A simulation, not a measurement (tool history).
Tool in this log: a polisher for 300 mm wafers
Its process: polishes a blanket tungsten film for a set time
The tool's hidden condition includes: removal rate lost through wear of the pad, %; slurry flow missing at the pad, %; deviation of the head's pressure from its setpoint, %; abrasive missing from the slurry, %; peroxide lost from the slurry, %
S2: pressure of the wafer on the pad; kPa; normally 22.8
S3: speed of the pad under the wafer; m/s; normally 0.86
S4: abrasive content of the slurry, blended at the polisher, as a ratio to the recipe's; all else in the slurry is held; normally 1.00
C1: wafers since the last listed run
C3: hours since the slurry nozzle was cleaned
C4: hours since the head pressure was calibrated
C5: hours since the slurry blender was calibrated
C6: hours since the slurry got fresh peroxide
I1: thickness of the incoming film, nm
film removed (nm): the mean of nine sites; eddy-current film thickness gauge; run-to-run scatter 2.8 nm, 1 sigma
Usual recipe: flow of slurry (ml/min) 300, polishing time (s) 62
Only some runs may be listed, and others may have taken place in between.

Run 1, hour 0.0: usual settings; C1 0; wafers polished on this pad 1156; C3 0.4; C4 674.5; C5 126.7; C6 148.0; I1 828.7. Result: film removed (nm) 213.1.
Run 2, hour 24.1: usual settings; C1 203; wafers polished on this pad 1359; C3 24.5; C4 698.6; C5 150.8; C6 172.1; I1 825.0. Result: film removed (nm) 213.2.
Run 3, hour 37.5: usual settings; C1 112; wafers polished on this pad 1472; C3 37.9; C4 712.0; C5 164.2; C6 185.5; I1 821.0. Result: film removed (nm) 215.2.
Run 4, hour 56.7: usual settings but S2 24.8 kPa; C1 161; wafers polished on this pad 1634; C3 57.1; C4 731.2; C5 183.4; C6 204.7; I1 823.4. Result: film removed (nm) 227.3.
At hour 90.6: worn pad replaced by a new one.
Run 5, hour 91.1: usual settings but flow of slurry (ml/min) 345, S2 29.6 kPa; C1 256; wafers polished on this pad 4; C3 91.5; C4 765.6; C5 217.8; C6 239.1; I1 818.4. Result: film removed (nm) 285.4.
Run 6, hour 105.3: usual settings but S3 0.58 m/s, polishing time (s) 48; C1 119; wafers polished on this pad 123; C3 105.7; C4 779.8; C5 232.0; C6 253.3; I1 825.7. Result: film removed (nm) 116.3.
At hour 108.3: slurry tank refilled with fresh slurry and peroxide.
Run 7, hour 140.1: usual settings but flow of slurry (ml/min) 355, S2 15.2 kPa, S3 1.02 m/s, S4 1.30; C1 284; wafers polished on this pad 408; C3 140.5; C4 814.6; C5 266.8; C6 31.8; I1 827.2. Result: film removed (nm) 211.1.
At hour 170.1: head pressure recalibrated.
Run 8, hour 173.2: usual settings but S3 0.96 m/s, S4 0.80, polishing time (s) 47; C1 262; wafers polished on this pad 670; C3 173.6; C4 3.1; C5 299.9; C6 64.9; I1 835.6. Result: film removed (nm) 170.4.
Run 9, hour 189.1: usual settings but S2 29.6 kPa; C1 133; wafers polished on this pad 804; C3 189.5; C4 19.0; C5 315.8; C6 80.8; I1 834.0. Result: film removed (nm) 266.7.
Run 10, hour 214.9: usual settings but S3 0.66 m/s, S4 0.85, polishing time (s) 42; C1 217; wafers polished on this pad 1022; C3 215.3; C4 44.8; C5 341.6; C6 106.6; I1 813.7. Result: film removed (nm) 104.1.
At hour 224.8: slurry blender recalibrated.
Run 11, hour 237.6: usual settings but flow of slurry (ml/min) 265, S3 0.70 m/s; C1 174; wafers polished on this pad 1196; C3 238.0; C4 67.5; C5 12.8; C6 129.3; I1 831.7. Result: film removed (nm) 171.0.
Run 12, hour 272.1: usual settings but flow of slurry (ml/min) 355, polishing time (s) 72; C1 290; wafers polished on this pad 1487; C3 272.5; C4 102.0; C5 47.3; C6 163.8; I1 823.9. Result: film removed (nm) 248.1.
At hour 301.6: worn pad replaced by a new one.
Run 13, hour 304.5: usual settings but flow of slurry (ml/min) 340, S2 17.2 kPa; C1 239; wafers polished on this pad 24; C3 304.9; C4 134.4; C5 79.7; C6 196.2; I1 815.4. Result: film removed (nm) 186.9.
At hour 329.4: slurry tank refilled with fresh slurry and peroxide.
Run 14, hour 338.5: usual settings but polishing time (s) 53; C1 278; wafers polished on this pad 302; C3 338.9; C4 168.4; C5 113.7; C6 9.1; I1 816.4. Result: film removed (nm) 191.5.
Run 15, hour 364.6: usual settings but flow of slurry (ml/min) 265, S3 0.70 m/s; C1 219; wafers polished on this pad 522; C3 365.0; C4 194.5; C5 139.8; C6 35.2; I1 832.7. Result: film removed (nm) 181.3.
Run 16, hour 397.7: usual settings but polishing time (s) 53; C1 278; wafers polished on this pad 801; C3 398.1; C4 227.6; C5 172.9; C6 68.3; I1 818.6. Result: film removed (nm) 186.4.
Run 17, hour 473.1: usual settings but flow of slurry (ml/min) 270; C1 635; wafers polished on this pad 1436; C3 473.5; C4 303.0; C5 248.3; C6 143.7; I1 820.9. Result: film removed (nm) 208.3.
Run 18, hour 494.5: usual settings but flow of slurry (ml/min) 385, S2 20.0 kPa; C1 180; wafers polished on this pad 1616; C3 494.9; C4 324.4; C5 269.7; C6 165.1; I1 816.6. Result: film removed (nm) 195.9.
Run 19, hour 527.5: usual settings; C1 278; wafers polished on this pad 1895; C3 527.9; C4 357.4; C5 302.7; C6 198.1; I1 839.3. Result: film removed (nm) 208.1.
Run 20, hour 545.7: usual settings; C1 153; wafers polished on this pad 2048; C3 546.1; C4 375.6; C5 320.9; C6 216.3; I1 825.5. Result: film removed (nm) 207.9.
At hour 551.3: slurry blender recalibrated.
At hour 552.1: worn pad replaced by a new one.
Run 21, hour 560.9: usual settings; C1 103; wafers polished on this pad 73; C3 561.3; C4 390.8; C5 9.6; C6 231.5; I1 831.7. Result: film removed (nm) 231.5.
At hour 583.7: slurry tank refilled with fresh slurry and peroxide.
Run 22, hour 590.9: usual settings but S3 0.98 m/s; C1 244; wafers polished on this pad 318; C3 591.3; C4 420.8; C5 39.6; C6 7.2; I1 816.8. Result: film removed (nm) 253.5.
Run 23, hour 607.1: usual settings but flow of slurry (ml/min) 360, S4 1.20; C1 136; wafers polished on this pad 454; C3 607.5; C4 437.0; C5 55.8; C6 23.4; I1 816.6. Result: film removed (nm) 243.0.
Run 24, hour 622.0: usual settings; C1 125; wafers polished on this pad 580; C3 622.4; C4 451.9; C5 70.7; C6 38.3; I1 806.5. Result: film removed (nm) 220.6.
Run 25, hour 639.2: usual settings but S3 1.00 m/s, polishing time (s) 73; C1 144; wafers polished on this pad 725; C3 639.6; C4 469.1; C5 87.9; C6 55.5; I1 820.5. Result: film removed (nm) 294.5.
At hour 643.1: slurry nozzle cleaned.
Run 26, hour 661.4: usual settings but flow of slurry (ml/min) 385, S2 20.0 kPa; C1 178; wafers polished on this pad 903; C3 18.3; C4 491.3; C5 110.1; C6 77.7; I1 822.0. Result: film removed (nm) 202.6.
Run 27, hour 690.7: usual settings but S3 0.64 m/s; C1 246; wafers polished on this pad 1150; C3 47.6; C4 520.6; C5 139.4; C6 107.0; I1 820.3. Result: film removed (nm) 161.7.

3 options for the next run, each taken on its own from the tool as it stands now. Forecast them:
Run A, hour 691.1: usual settings; C1 3; wafers polished on this pad 1154; C3 48.0; C4 521.0; C5 139.8; C6 107.4; I1 833.3. Result: film removed (nm) ?.
Run B, hour 691.1: usual settings but S2 15.2 kPa, S4 0.85; C1 3; wafers polished on this pad 1154; C3 48.0; C4 521.0; C5 139.8; C6 107.4; I1 833.3. Result: film removed (nm) ?.
Run C, hour 691.1: usual settings but flow of slurry (ml/min) 210, S3 0.98 m/s, S4 0.75, polishing time (s) 40; C1 3; wafers polished on this pad 1154; C3 48.0; C4 521.0; C5 139.8; C6 107.4; I1 833.3. Result: film removed (nm) ?.

run  film removed (nm)
  A              217.8
  B              152.6
  C              140.4
Had the tool no hidden state, the same runs would have come out as:
run  film removed (nm)
  A              230.1
  B              161.1
  C              148.3
